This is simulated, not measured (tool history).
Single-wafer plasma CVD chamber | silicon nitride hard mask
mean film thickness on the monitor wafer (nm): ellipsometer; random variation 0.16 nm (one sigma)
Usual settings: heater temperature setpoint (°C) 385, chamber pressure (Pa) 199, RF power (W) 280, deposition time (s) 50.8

run	day	heater temperature setpoint (°C)	chamber pressure (Pa)	RF power (W)	deposition time (s)	wafers since the last listed run	hours since the last thermocouple change	hours since the last RF generator calibration	hours since the last manometer calibration	hours since the showerhead was replaced	hours since the gauge calibration	read-back reference wafer on the same gauge, thickness_nm	mean film thickness on the monitor wafer (nm)
1	0.000	385	199	265	50.8	0	701.1	1934.1	1040.4	4510.3	87.5	49.870	47.665
2	0.738	385	199	265	50.8	304	718.8	1951.8	1058.1	4528.0	105.2	49.892	47.418
3	2.021	385	199	280	50.8	530	749.6	1982.6	1088.9	4558.8	136.0	49.900	49.676
4	3.333	385	199	280	50.8	542	781.1	2014.1	1120.4	4590.3	167.5	49.913	49.672
5	4.421	385	199	280	50.8	449	807.2	2040.2	1146.5	4616.4	193.6	49.888	49.629
6	5.442	385	199	280	57.5	421	831.7	2064.7	1171.0	4640.9	218.1	49.909	56.713
7	9.038	385	199	280	57.5	1485	918.0	2151.0	1257.3	4727.2	304.4	49.920	56.711
# day 10.238: gauge calibrated
8	10.258	385	199	280	50.8	504	947.3	2180.3	1286.6	4756.5	0.5	49.871	49.782
9	11.729	385	149	325	50.8	607	982.6	2215.6	1321.9	4791.8	35.8	49.881	51.162
# day 12.338: showerhead replaced
# day 13.879: thermocouple changed; heater temperature recalibrated
10	16.033	385	185	280	57.8	1502	51.7	2318.9	1425.2	88.7	139.1	49.865	55.538
11	16.729	385	228	280	46.3	287	68.4	2335.6	1441.9	105.4	155.8	49.875	47.191
# day 20.204: capacitance manometer re-zeroed and calibrated
12	20.250	394	199	245	50.8	1316	152.9	2420.1	1.1	189.9	240.3	49.890	44.262
# day 21.246: RF generator calibrated
13	21.629	385	199	280	50.8	432	186.0	9.2	34.2	223.0	273.4	49.854	49.900
14	23.121	385	199	265	46.5	616	221.8	45.0	70.0	258.8	309.2	49.892	43.604
15	26.588	385	199	315	50.8	1432	305.0	128.2	153.2	342.0	392.4	49.905	54.936

4 ways to go on from here, each from the tool as it stands after run 15. What would each give?
A	26.604	385	199	280	46.8	6	305.4	128.6	153.6	342.4	392.8	?	?
B	26.604	385	225	280	48.1	6	305.4	128.6	153.6	342.4	392.8	?	?
C	26.604	376	199	280	50.8	6	305.4	128.6	153.6	342.4	392.8	?	?
D	26.604	390	199	250	50.8	6	305.4	128.6	153.6	342.4	392.8	?	?

run	read-back reference wafer on the same gauge, thickness_nm	mean film thickness on the monitor wafer (nm)
A	49.889	46.063
B	49.889	49.109
C	49.889	50.203
D	49.889	45.334
Without the tool's hidden state the same runs would have given:
run	mean film thickness on the monitor wafer (nm)
A	46.063
B	49.109
C	50.203
D	45.334
